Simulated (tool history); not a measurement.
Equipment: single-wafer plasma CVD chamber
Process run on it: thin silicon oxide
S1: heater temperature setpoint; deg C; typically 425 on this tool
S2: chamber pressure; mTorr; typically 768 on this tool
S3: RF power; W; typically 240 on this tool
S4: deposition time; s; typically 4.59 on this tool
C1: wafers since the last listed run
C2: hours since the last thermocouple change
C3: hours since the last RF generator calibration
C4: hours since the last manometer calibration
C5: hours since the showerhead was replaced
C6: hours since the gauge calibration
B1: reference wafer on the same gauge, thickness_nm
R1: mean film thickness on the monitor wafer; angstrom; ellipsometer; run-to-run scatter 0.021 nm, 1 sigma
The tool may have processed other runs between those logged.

{"run": 1, "hour": 0.0, "S1": 425, "S2": 768, "S3": 240, "S4": 4.59, "C1": 0, "C2": 1573.7, "C3": 954.4, "C4": 1419.1, "C5": 7623.8, "C6": 235.2, "B1": 6.159, "R1": 63.51}
{"run": 2, "hour": 14.6, "S1": 425, "S2": 768, "S3": 240, "S4": 4.59, "C1": 858, "C2": 1588.3, "C3": 969.0, "C4": 1433.7, "C5": 7638.4, "C6": 249.8, "B1": 6.166, "R1": 63.2}
{"run": 3, "hour": 66.9, "S1": 425, "S2": 768, "S3": 215, "S4": 4.59, "C1": 3076, "C2": 1640.6, "C3": 1021.3, "C4": 1486.0, "C5": 7690.7, "C6": 302.1, "B1": 6.161, "R1": 61.52}
{"run": 4, "hour": 75.1, "S1": 425, "S2": 768, "S3": 240, "S4": 4.59, "C1": 482, "C2": 1648.8, "C3": 1029.5, "C4": 1494.2, "C5": 7698.9, "C6": 310.3, "B1": 6.156, "R1": 63.64}
{"run": 5, "hour": 86.2, "S1": 425, "S2": 768, "S3": 240, "S4": 4.59, "C1": 652, "C2": 1659.9, "C3": 1040.6, "C4": 1505.3, "C5": 7710.0, "C6": 321.4, "B1": 6.172, "R1": 63.24}
{"run": 6, "hour": 96.7, "S1": 425, "S2": 768, "S3": 240, "S4": 4.59, "C1": 617, "C2": 1670.4, "C3": 1051.1, "C4": 1515.8, "C5": 7720.5, "C6": 331.9, "B1": 6.147, "R1": 63.17}
{"run": 7, "hour": 109.3, "S1": 432, "S2": 768, "S3": 240, "S4": 5.03, "C1": 741, "C2": 1683.0, "C3": 1063.7, "C4": 1528.4, "C5": 7733.1, "C6": 344.5, "B1": 6.16, "R1": 69.17}
{"run": 8, "hour": 120.1, "S1": 432, "S2": 768, "S3": 240, "S4": 5.03, "C1": 635, "C2": 1693.8, "C3": 1074.5, "C4": 1539.2, "C5": 7743.9, "C6": 355.3, "B1": 6.151, "R1": 68.95}
{"hour": 122.4, "done": "gauge calibrated"}
{"hour": 133.1, "done": "showerhead replaced"}
{"run": 9, "hour": 133.6, "S1": 422, "S2": 768, "S3": 240, "S4": 5.18, "C1": 323, "C2": 1707.3, "C3": 1088.0, "C4": 1552.7, "C5": 0.5, "C6": 11.2, "B1": 6.175, "R1": 71.89}
{"run": 10, "hour": 145.0, "S1": 422, "S2": 768, "S3": 240, "S4": 5.18, "C1": 670, "C2": 1718.7, "C3": 1099.4, "C4": 1564.1, "C5": 11.9, "C6": 22.6, "B1": 6.16, "R1": 71.3}
{"run": 11, "hour": 152.5, "S1": 422, "S2": 768, "S3": 240, "S4": 5.18, "C1": 441, "C2": 1726.2, "C3": 1106.9, "C4": 1571.6, "C5": 19.4, "C6": 30.1, "B1": 6.171, "R1": 71.61}
{"run": 12, "hour": 168.8, "S1": 425, "S2": 768, "S3": 240, "S4": 4.59, "C1": 958, "C2": 1742.5, "C3": 1123.2, "C4": 1587.9, "C5": 35.7, "C6": 46.4, "B1": 6.153, "R1": 63.45}
{"hour": 183.7, "done": "capacitance manometer re-zeroed and calibrated"}
{"run": 13, "hour": 184.2, "S1": 425, "S2": 768, "S3": 240, "S4": 4.59, "C1": 435, "C2": 1757.9, "C3": 1138.6, "C4": 0.5, "C5": 51.1, "C6": 61.8, "B1": 6.153, "R1": 63.43}
{"hour": 201.6, "done": "RF generator calibrated"}
{"run": 14, "hour": 202.1, "S1": 425, "S2": 768, "S3": 240, "S4": 4.59, "C1": 582, "C2": 1775.8, "C3": 0.5, "C4": 18.4, "C5": 69.0, "C6": 79.7, "B1": 6.158, "R1": 63.14}
{"run": 15, "hour": 205.8, "S1": 430, "S2": 768, "S3": 240, "S4": 4.86, "C1": 217, "C2": 1779.5, "C3": 4.2, "C4": 22.1, "C5": 72.7, "C6": 83.4, "B1": 6.173, "R1": 66.99}
{"run": 16, "hour": 221.3, "S1": 425, "S2": 768, "S3": 240, "S4": 4.59, "C1": 911, "C2": 1795.0, "C3": 19.7, "C4": 37.6, "C5": 88.2, "C6": 98.9, "B1": 6.167, "R1": 62.89}
{"run": 17, "hour": 237.2, "S1": 419, "S2": 923, "S3": 225, "S4": 4.27, "C1": 935, "C2": 1810.9, "C3": 35.6, "C4": 53.5, "C5": 104.1, "C6": 114.8, "B1": 6.165, "R1": 66.33}
{"run": 18, "hour": 253.1, "S1": 425, "S2": 676, "S3": 240, "S4": 3.98, "C1": 935, "C2": 1826.8, "C3": 51.5, "C4": 69.4, "C5": 120.0, "C6": 130.7, "B1": 6.174, "R1": 49.68}
{"run": 19, "hour": 259.5, "S1": 432, "S2": 768, "S3": 275, "S4": 4.59, "C1": 376, "C2": 1833.2, "C3": 57.9, "C4": 75.8, "C5": 126.4, "C6": 137.1, "B1": 6.169, "R1": 65.34}
{"run": 20, "hour": 266.5, "S1": 419, "S2": 577, "S3": 215, "S4": 5.4, "C1": 411, "C2": 1840.2, "C3": 64.9, "C4": 82.8, "C5": 133.4, "C6": 144.1, "B1": 6.169, "R1": 58.08}
{"run": 21, "hour": 283.4, "S1": 425, "S2": 768, "S3": 240, "S4": 4.59, "C1": 994, "C2": 1857.1, "C3": 81.8, "C4": 99.7, "C5": 150.3, "C6": 161.0, "B1": 6.161, "R1": 63.43}
{"hour": 296.3, "done": "thermocouple changed; heater temperature recalibrated"}
{"run": 22, "hour": 296.8, "S1": 430, "S2": 584, "S3": 280, "S4": 5.09, "C1": 317, "C2": 0.5, "C3": 95.2, "C4": 113.1, "C5": 163.7, "C6": 174.4, "B1": 6.16, "R1": 58.14}
{"run": 23, "hour": 299.1, "S1": 439, "S2": 768, "S3": 240, "S4": 4.59, "C1": 135, "C2": 2.8, "C3": 97.5, "C4": 115.4, "C5": 166.0, "C6": 176.7, "B1": 6.162, "R1": 62.55}
{"run": 24, "hour": 306.2, "S1": 425, "S2": 768, "S3": 240, "S4": 4.59, "C1": 417, "C2": 9.9, "C3": 104.6, "C4": 122.5, "C5": 173.1, "C6": 183.8, "B1": 6.153, "R1": 63.16}
{"run": 25, "hour": 314.7, "S1": 425, "S2": 820, "S3": 265, "S4": 4.59, "C1": 499, "C2": 18.4, "C3": 113.1, "C4": 131.0, "C5": 181.6, "C6": 192.3, "B1": 6.152, "R1": 67.96}
{"run": 26, "hour": 325.4, "S1": 425, "S2": 954, "S3": 240, "S4": 4.59, "C1": 629, "C2": 29.1, "C3": 123.8, "C4": 141.7, "C5": 192.3, "C6": 203.0, "B1": 6.153, "R1": 73.73}
{"run": 27, "hour": 341.5, "S1": 425, "S2": 768, "S3": 240, "S4": 4.33, "C1": 947, "C2": 45.2, "C3": 139.9, "C4": 157.8, "C5": 208.4, "C6": 219.1, "B1": 6.169, "R1": 59.68}
{"run": 28, "hour": 355.8, "S1": 425, "S2": 768, "S3": 240, "S4": 4.59, "C1": 841, "C2": 59.5, "C3": 154.2, "C4": 172.1, "C5": 222.7, "C6": 233.4, "B1": 6.162, "R1": 63.75}
{"run": 29, "hour": 367.9, "S1": 425, "S2": 686, "S3": 240, "S4": 4.59, "C1": 711, "C2": 71.6, "C3": 166.3, "C4": 184.2, "C5": 234.8, "C6": 245.5, "B1": 6.16, "R1": 57.62}
{"run": 30, "hour": 384.5, "S1": 431, "S2": 768, "S3": 215, "S4": 4.59, "C1": 976, "C2": 88.2, "C3": 182.9, "C4": 200.8, "C5": 251.4, "C6": 262.1, "B1": 6.162, "R1": 61.43}

List, for all runs, the conditions of the tool that the log does not record:
wafer temperature above the value expected at the setpoint (K): 0 across all the runs
delivered RF power above the setpoint (%): 0 across all the runs
true pressure above the setpoint (%): 0 across all the runs
gauge reads high (%): 0 across all the runs

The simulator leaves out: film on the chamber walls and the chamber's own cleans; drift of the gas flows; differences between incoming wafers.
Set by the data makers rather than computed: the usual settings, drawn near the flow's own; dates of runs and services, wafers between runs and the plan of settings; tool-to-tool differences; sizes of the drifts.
